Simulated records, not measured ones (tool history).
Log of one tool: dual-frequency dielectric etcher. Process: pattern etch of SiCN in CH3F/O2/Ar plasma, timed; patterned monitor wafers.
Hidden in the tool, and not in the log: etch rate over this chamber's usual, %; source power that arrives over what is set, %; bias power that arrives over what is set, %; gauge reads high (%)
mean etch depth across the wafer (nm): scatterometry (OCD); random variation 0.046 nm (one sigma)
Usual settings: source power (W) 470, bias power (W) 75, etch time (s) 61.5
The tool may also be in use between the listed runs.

run	hour	source power (W)	bias power (W)	etch time (s)	wafers since the last listed run	hours since the last wet clean	hours since the last source power generator calibration	hours since the last bias power generator calibration	hours since the last upper electrode change	hours since the gauge calibration	read-back reference wafer on the same gauge, depth_nm	mean etch depth across the wafer (nm)
1	0	470	75	61.5	0	102.7	2408.3	2440.1	2170.7	764.2	19.99	21.79
2	18	470	75	61.5	258	120.7	2426.3	2458.1	2188.7	782.2	20.01	21.72
# hour 46.1: gauge calibrated
3	53.7	470	89	61.5	511	156.4	2462	2493.8	2224.4	7.6	20.02	23.92
4	74.7	470	89	61.5	301	177.4	2483	2514.8	2245.4	28.6	20	23.97
# hour 86.6: source power generator calibrated
5	95.5	500	70	61.5	240	198.2	8.9	2535.6	2266.2	49.4	20	21.15
6	120.5	500	70	61.5	358	223.2	33.9	2560.6	2291.2	74.4	20	21.24
# hour 170.1: upper electrode replaced
7	170.6	500	70	61.5	374	273.3	84	2610.7	0.5	124.5	19.99	21.31
8	181.9	470	75	61.5	162	284.6	95.3	2622	11.8	135.8	19.99	21.85
# hour 207.3: wet clean of the chamber
9	207.8	390	60	61.5	27	0.5	121.2	2647.9	37.7	161.7	20	18.42
10	222.3	380	64	67	207	15	135.7	2662.4	52.2	176.2	20	20.79
11	248.9	580	75	72	381	41.6	162.3	2689	78.8	202.8	19.99	26.37
# hour 265.2: bias power generator calibrated
12	272.8	470	59	79	285	65.5	186.2	7.6	102.7	226.7	20	24.83
13	287.7	470	75	61.5	213	80.4	201.1	22.5	117.6	241.6	20.01	22.18
14	300.3	390	58	75.5	180	93	213.7	35.1	130.2	254.2	19.98	22.68
15	324	550	69	68.5	339	116.7	237.4	58.8	153.9	277.9	20	24.37
16	354.8	470	75	78	441	147.5	268.2	89.6	184.7	308.7	20.02	28.18
17	369.2	470	75	78	206	161.9	282.6	104	199.1	323.1	19.99	28.13
18	391.4	470	75	44	318	184.1	304.8	126.2	221.3	345.3	20	15.97
19	418.8	390	75	61.5	392	211.5	332.2	153.6	248.7	372.7	19.99	21.63
20	433	470	75	61.5	203	225.7	346.4	167.8	262.9	386.9	20.02	22.22
21	467.7	550	83	68	497	260.4	381.1	202.5	297.6	421.6	19.99	26.9
22	492.4	470	75	78	354	285.1	405.8	227.2	322.3	446.3	20	28.23
23	504.7	470	75	68.5	176	297.4	418.1	239.5	334.6	458.6	20	24.75
24	530.2	400	92	76.5	365	322.9	443.6	265	360.1	484.1	20	30.11
# hour 574.7: wet clean of the chamber
25	575.2	550	69	73	301	0.5	488.6	310	405.1	529.1	19.99	25.77
26	582.3	580	75	68.5	101	7.6	495.7	317.1	412.2	536.2	20.03	25.67
27	615	580	60	69	468	40.3	528.4	349.8	444.9	568.9	20.01	22.85
28	642.2	470	75	72	390	67.5	555.6	377	472.1	596.1	19.99	25.9
29	665.3	550	93	72	331	90.6	578.7	400.1	495.2	619.2	20	30.14

5 ways to go on from here, each from the tool as it stands after run 29. What would each give?
A	665.7	470	75	61.5	5	91	579.1	400.5	495.6	619.6	?	?
B	665.7	470	89	51	5	91	579.1	400.5	495.6	619.6	?	?
C	665.7	570	75	51.5	5	91	579.1	400.5	495.6	619.6	?	?
D	665.7	470	80	61.5	5	91	579.1	400.5	495.6	619.6	?	?
E	665.7	470	84	47.5	5	91	579.1	400.5	495.6	619.6	?	?

run	read-back reference wafer on the same gauge, depth_nm	mean etch depth across the wafer (nm)
A	19.98	22.21
B	19.98	20.24
C	19.98	19.33
D	19.98	23.02
E	19.98	18.27
Without the tool's hidden state the same runs would have given:
run	mean etch depth across the wafer (nm)
A	22.23
B	20.25
C	19.34
D	23.04
E	18.28

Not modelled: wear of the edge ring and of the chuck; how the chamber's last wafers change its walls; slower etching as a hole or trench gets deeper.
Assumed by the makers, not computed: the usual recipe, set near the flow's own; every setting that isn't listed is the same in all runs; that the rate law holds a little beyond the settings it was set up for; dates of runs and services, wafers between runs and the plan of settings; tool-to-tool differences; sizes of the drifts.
